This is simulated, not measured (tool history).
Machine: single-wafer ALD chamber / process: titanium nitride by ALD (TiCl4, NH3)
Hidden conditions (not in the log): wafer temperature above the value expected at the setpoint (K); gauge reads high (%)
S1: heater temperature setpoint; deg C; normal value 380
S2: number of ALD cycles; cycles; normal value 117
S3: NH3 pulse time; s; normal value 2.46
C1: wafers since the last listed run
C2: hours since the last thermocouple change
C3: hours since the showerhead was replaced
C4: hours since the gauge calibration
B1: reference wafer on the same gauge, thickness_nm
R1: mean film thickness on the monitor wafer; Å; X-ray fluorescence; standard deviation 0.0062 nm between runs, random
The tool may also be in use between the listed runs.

| run | day | S1 | S2 | S3 | C1 | C2 | C3 | C4 | B1 | R1 |
|---|---|---|---|---|---|---|---|---|---|---|
| 1 | 0 | 384 | 117 | 2.46 | 0 | 1625.7 | 6210.5 | 113.3 | 2.472 | 24.97 |
| 2 | 0.254 | 368 | 117 | 2.46 | 16 | 1631.8 | 6216.6 | 119.4 | 2.473 | 24.57 |
| 3 | 0.883 | 368 | 117 | 2.46 | 39 | 1646.9 | 6231.7 | 134.5 | 2.475 | 24.64 |
| 4 | 1.154 | 380 | 117 | 2.46 | 17 | 1653.4 | 6238.2 | 141 | 2.475 | 24.94 |
| 5 | 1.6 | 380 | 117 | 2.46 | 28 | 1664.1 | 6248.9 | 151.7 | 2.476 | 25.13 |
| 6 | 2.083 | 380 | 117 | 2.46 | 30 | 1675.7 | 6260.5 | 163.3 | 2.476 | 24.98 |
| 7 | 2.679 | 380 | 99 | 2.46 | 37 | 1690 | 6274.8 | 177.6 | 2.479 | 21.18 |
| 8 | 3.304 | 380 | 99 | 2.46 | 39 | 1705 | 6289.8 | 192.6 | 2.482 | 21.17 |
| 9 | 5.288 | 380 | 99 | 2.46 | 126 | 1752.6 | 6337.4 | 240.2 | 2.485 | 21.31 |
| 10 | 5.8 | 380 | 117 | 2.46 | 32 | 1764.9 | 6349.7 | 252.5 | 2.485 | 25.17 |
| 11 | 7.421 | 385 | 117 | 1.87 | 103 | 1803.8 | 6388.6 | 291.4 | 2.489 | 24.89 |
| 12 | 8.45 | 380 | 117 | 2.46 | 65 | 1828.5 | 6413.3 | 316.1 | 2.491 | 25.14 |
|  | 9.383 | showerhead replaced |
| 13 | 9.404 | 372 | 117 | 2.46 | 39 | 1851.4 | 0.5 | 339 | 2.495 | 25 |
| 14 | 9.621 | 372 | 117 | 2.46 | 13 | 1856.6 | 5.7 | 344.2 | 2.494 | 25.01 |
| 15 | 10.171 | 389 | 117 | 2.46 | 34 | 1869.8 | 18.9 | 357.4 | 2.496 | 25.37 |
|  | 10.958 | thermocouple changed; heater temperature recalibrated |
| 16 | 10.979 | 385 | 104 | 1.91 | 30 | 0.5 | 38.3 | 376.8 | 2.499 | 22.22 |
| 17 | 11.454 | 380 | 117 | 2.46 | 30 | 11.9 | 49.7 | 388.2 | 2.5 | 25.24 |
|  | 12.542 | gauge calibrated |
| 18 | 13.529 | 380 | 99 | 2.46 | 131 | 61.7 | 99.5 | 23.7 | 2.465 | 21.15 |
| 19 | 14.229 | 380 | 117 | 2.46 | 44 | 78.5 | 116.3 | 40.5 | 2.468 | 24.84 |
| 20 | 14.492 | 380 | 117 | 2.46 | 16 | 84.8 | 122.6 | 46.8 | 2.468 | 24.82 |
| 21 | 15.183 | 385 | 104 | 2.46 | 43 | 101.4 | 139.2 | 63.4 | 2.469 | 22.2 |
| 22 | 15.758 | 380 | 117 | 3.17 | 36 | 115.2 | 153 | 77.2 | 2.471 | 25.17 |
| 23 | 16.058 | 391 | 117 | 3.33 | 19 | 122.4 | 160.2 | 84.4 | 2.47 | 25.4 |
| 24 | 16.554 | 380 | 99 | 2.46 | 31 | 134.3 | 172.1 | 96.3 | 2.471 | 21.03 |
| 25 | 17.067 | 386 | 97 | 2.46 | 32 | 146.6 | 184.4 | 108.6 | 2.474 | 20.72 |
| 26 | 17.629 | 392 | 117 | 2.46 | 35 | 160.1 | 197.9 | 122.1 | 2.475 | 25.25 |
| 27 | 18.004 | 372 | 117 | 2.46 | 23 | 169.1 | 206.9 | 131.1 | 2.476 | 24.8 |
| 28 | 18.612 | 370 | 117 | 2.2 | 38 | 183.7 | 221.5 | 145.7 | 2.476 | 24.37 |

For run 29, what comes out?
| 29 | 18.983 | 370 | 117 | 3.14 | 23 | 192.6 | 230.4 | 154.6 | ? | ? |

Run 29 yielded B1 2.477, R1 25.07 Å.
Without the tool's hidden state the same run would have given R1 24.89 Å.

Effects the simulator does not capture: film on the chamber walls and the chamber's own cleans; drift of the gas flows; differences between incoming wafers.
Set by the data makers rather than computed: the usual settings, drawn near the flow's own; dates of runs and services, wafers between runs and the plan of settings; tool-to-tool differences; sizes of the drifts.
